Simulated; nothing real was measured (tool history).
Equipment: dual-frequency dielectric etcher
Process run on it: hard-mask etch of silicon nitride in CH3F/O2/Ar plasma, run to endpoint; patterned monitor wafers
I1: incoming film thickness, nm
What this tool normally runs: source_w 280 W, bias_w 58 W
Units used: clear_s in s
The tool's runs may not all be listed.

Run 1, hour 0.0: usual settings but bias_w 63 W; I1 51.1. Result: clear_s 88.4 s.
Run 2, hour 34.6: usual settings but source_w 230 W; I1 51.5. Result: clear_s 97.7 s.
Run 3, hour 55.7: usual settings but source_w 230 W; I1 51.3. Result: clear_s 97.7 s.
Run 4, hour 78.7: usual settings; I1 51.0. Result: clear_s 88.9 s.
At hour 110.1: wet clean of the chamber.
Run 5, hour 110.6: usual settings; I1 51.2. Result: clear_s 92.6 s.
Run 6, hour 130.5: usual settings but bias_w 53 W; I1 51.3. Result: clear_s 94.1 s.
At hour 134.5: bias power generator calibrated.
Run 7, hour 148.5: usual settings but bias_w 53 W; I1 51.3. Result: clear_s 93.5 s.
Run 8, hour 165.0: usual settings but bias_w 53 W; I1 51.1. Result: clear_s 93.5 s.
Run 9, hour 181.5: usual settings; I1 51.5. Result: clear_s 92.1 s.
Run 10, hour 216.3: usual settings; I1 51.1. Result: clear_s 91.2 s.
Run 11, hour 246.2: usual settings; I1 50.9. Result: clear_s 90.7 s.
Run 12, hour 261.6: usual settings but source_w 300 W; I1 51.3. Result: clear_s 89.0 s.
Run 13, hour 282.9: usual settings but source_w 320 W, bias_w 67 W; I1 51.5. Result: clear_s 84.5 s.
Run 14, hour 299.1: usual settings but bias_w 47 W; I1 51.1. Result: clear_s 94.0 s.
Run 15, hour 334.1: usual settings but source_w 210 W, bias_w 45 W; I1 50.6. Result: clear_s 106.1 s.
Run 16, hour 362.5: usual settings but source_w 230 W, bias_w 66 W; I1 51.2. Result: clear_s 96.0 s.
Run 17, hour 395.2: usual settings but bias_w 53 W; I1 50.6. Result: clear_s 90.7 s.
Run 18, hour 416.0: usual settings but source_w 350 W, bias_w 53 W; I1 51.3. Result: clear_s 84.4 s.
Run 19, hour 450.4: usual settings; I1 51.7. Result: clear_s 91.1 s.
At hour 478.2: source power generator calibrated.
Run 20, hour 540.8: usual settings but bias_w 67 W; I1 51.2. Result: clear_s 87.3 s.
Run 21, hour 568.4: usual settings; I1 50.8. Result: clear_s 88.8 s.
Run 22, hour 597.9: usual settings; I1 51.6. Result: clear_s 89.9 s.
Run 23, hour 623.2: usual settings but bias_w 49 W; I1 51.2. Result: clear_s 91.7 s.
At hour 664.7: wet clean of the chamber.
At hour 678.3: upper electrode replaced.
Run 24, hour 678.8: usual settings but source_w 230 W; I1 51.4. Result: clear_s 99.9 s.
Run 25, hour 679.1: usual settings; I1 51.2. Result: clear_s 92.1 s.
Run 26, hour 712.0: usual settings but bias_w 52 W; I1 51.5. Result: clear_s 94.6 s.
Run 27, hour 731.9: usual settings but source_w 300 W, bias_w 69 W; I1 51.3. Result: clear_s 86.5 s.
Run 28, hour 755.8: usual settings but source_w 350 W, bias_w 62 W; I1 51.5. Result: clear_s 82.7 s.
Run 29, hour 780.7: usual settings but source_w 240 W, bias_w 49 W; I1 51.1. Result: clear_s 100.6 s.
Run 30, hour 797.3: usual settings; I1 51.4. Result: clear_s 91.5 s.
Run 31, hour 821.5: usual settings; I1 51.3. Result: clear_s 91.2 s.
Run 32, hour 846.1: usual settings but source_w 220 W, bias_w 54 W; I1 51.3. Result: clear_s 101.9 s.
Run 33, hour 876.0: usual settings; I1 50.6. Result: clear_s 89.3 s.
Run 34, hour 901.0: usual settings but source_w 250 W, bias_w 52 W; I1 51.2. Result: clear_s 96.9 s.
Run 35, hour 916.6: usual settings but bias_w 64 W; I1 51.3. Result: clear_s 89.3 s.
Run 36, hour 935.6: usual settings but bias_w 50 W; I1 51.0. Result: clear_s 92.8 s.

Subtracting, for every run, the result it would have given without the tool's unlogged condition from the measured result gives the following. The same run-to-run variation enters both numbers; the gauge's scatter may not:
Hidden state at play: etch rate over this chamber's usual, %; source power that arrives over what is set, %; bias power that arrives over what is set, %.
run  clear_s
  1     -2.1
  2     -2.6
  3     -2.6
  4     -2.5
  5     +0.3
  6     +0.2
  7     +0.0
  8     -0.1
  9     -0.2
 10     -0.4
 11     -0.6
 12     -0.6
 13     -0.7
 14     -1.0
 15     -1.3
 16     -1.4
 17     -1.5
 18     -1.5
 19     -1.8
 20     -2.3
 21     -2.5
 22     -2.7
 23     -3.0
 24     -0.1
 25     +0.0
 26     -0.3
 27     -0.3
 28     -0.5
 29     -0.7
 30     -0.8
 31     -0.9
 32     -1.3
 33     -1.3
 34     -1.5
 35     -1.4
 36     -1.7
